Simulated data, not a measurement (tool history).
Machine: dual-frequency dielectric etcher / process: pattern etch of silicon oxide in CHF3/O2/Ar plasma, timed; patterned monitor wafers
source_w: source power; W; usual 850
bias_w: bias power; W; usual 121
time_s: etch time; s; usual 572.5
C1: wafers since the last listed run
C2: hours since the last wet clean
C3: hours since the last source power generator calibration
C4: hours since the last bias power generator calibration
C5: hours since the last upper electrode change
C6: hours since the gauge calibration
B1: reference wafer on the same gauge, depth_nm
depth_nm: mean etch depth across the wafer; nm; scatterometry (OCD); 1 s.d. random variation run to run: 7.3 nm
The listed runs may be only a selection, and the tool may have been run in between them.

run 1 hour=0 | source_w=960 bias_w=109 time_s=572.5 | C1=0 C2=395.1 C3=3174.6 C4=2202.9 C5=1895.8 C6=212.3 | B1=1140.1 | depth_nm=1234.2
run 2 hour=26 | source_w=760 bias_w=121 time_s=572.5 | C1=106 C2=421.1 C3=3200.6 C4=2228.9 C5=1921.8 C6=238.3 | B1=1139.4 | depth_nm=1156.8
run 3 hour=53.5 | source_w=760 bias_w=121 time_s=572.5 | C1=112 C2=448.6 C3=3228.1 C4=2256.4 C5=1949.3 C6=265.8 | B1=1139.6 | depth_nm=1154.4
run 4 hour=80 | source_w=850 bias_w=128 time_s=572.5 | C1=108 C2=475.1 C3=3254.6 C4=2282.9 C5=1975.8 C6=292.3 | B1=1141 | depth_nm=1253.2
run 5 hour=115.8 | source_w=850 bias_w=128 time_s=572.5 | C1=146 C2=510.9 C3=3290.4 C4=2318.7 C5=2011.6 C6=328.1 | B1=1140.5 | depth_nm=1258.2
run 6 hour=145.7 | source_w=850 bias_w=128 time_s=572.5 | C1=122 C2=540.8 C3=3320.3 C4=2348.6 C5=2041.5 C6=358 | B1=1138 | depth_nm=1262.4
run 7 hour=166.7 | source_w=850 bias_w=132 time_s=572.5 | C1=86 C2=561.8 C3=3341.3 C4=2369.6 C5=2062.5 C6=379 | B1=1140 | depth_nm=1263.8
-- hour=176.8 source power generator calibrated
run 8 hour=179.3 | source_w=850 bias_w=121 time_s=572.5 | C1=35 C2=574.4 C3=2.5 C4=2382.2 C5=2075.1 C6=391.6 | B1=1140 | depth_nm=1234.7
-- hour=192.9 gauge calibrated
-- hour=214.4 upper electrode replaced
-- hour=229.9 wet clean of the chamber
run 9 hour=230.4 | source_w=850 bias_w=121 time_s=572.5 | C1=47 C2=0.5 C3=53.6 C4=2433.3 C5=16 C6=37.5 | B1=1140.3 | depth_nm=1167.7
run 10 hour=239.9 | source_w=1050 bias_w=121 time_s=635 | C1=38 C2=10 C3=63.1 C4=2442.8 C5=25.5 C6=47 | B1=1139 | depth_nm=1436.4
-- hour=283.8 bias power generator calibrated
run 11 hour=295.1 | source_w=690 bias_w=109 time_s=500.5 | C1=210 C2=65.2 C3=118.3 C4=11.3 C5=80.7 C6=102.2 | B1=1139.6 | depth_nm=891.3
run 12 hour=312.4 | source_w=850 bias_w=94 time_s=572.5 | C1=70 C2=82.5 C3=135.6 C4=28.6 C5=98 C6=119.5 | B1=1140.2 | depth_nm=1091.9
run 13 hour=327.5 | source_w=1030 bias_w=121 time_s=436.5 | C1=61 C2=97.6 C3=150.7 C4=43.7 C5=113.1 C6=134.6 | B1=1139.5 | depth_nm=992.1
run 14 hour=362.6 | source_w=690 bias_w=121 time_s=572.5 | C1=143 C2=132.7 C3=185.8 C4=78.8 C5=148.2 C6=169.7 | B1=1140.2 | depth_nm=1068.4

What if the next run were any one of these 4? Each begins from the tool's condition after run 14:
run A hour=363.2 | source_w=850 bias_w=144 time_s=572.5 | C1=2 C2=133.3 C3=186.4 C4=79.4 C5=148.8 C6=170.3 | B1=? | depth_nm=?
run B hour=363.2 | source_w=790 bias_w=121 time_s=418.5 | C1=2 C2=133.3 C3=186.4 C4=79.4 C5=148.8 C6=170.3 | B1=? | depth_nm=?
run C hour=363.2 | source_w=790 bias_w=121 time_s=633.5 | C1=2 C2=133.3 C3=186.4 C4=79.4 C5=148.8 C6=170.3 | B1=? | depth_nm=?
run D hour=363.2 | source_w=770 bias_w=135 time_s=676.5 | C1=2 C2=133.3 C3=186.4 C4=79.4 C5=148.8 C6=170.3 | B1=? | depth_nm=?

run=A B1=1138.8 depth_nm=1249.4
run=B B1=1138.8 depth_nm=833.9
run=C B1=1138.8 depth_nm=1262.4
run=D B1=1138.8 depth_nm=1377.8
With the hidden condition removed and each run's random variation left untouched, the same runs would have given:
run=A depth_nm=1237
run=B depth_nm=825.7
run=C depth_nm=1249.9
run=D depth_nm=1364.2

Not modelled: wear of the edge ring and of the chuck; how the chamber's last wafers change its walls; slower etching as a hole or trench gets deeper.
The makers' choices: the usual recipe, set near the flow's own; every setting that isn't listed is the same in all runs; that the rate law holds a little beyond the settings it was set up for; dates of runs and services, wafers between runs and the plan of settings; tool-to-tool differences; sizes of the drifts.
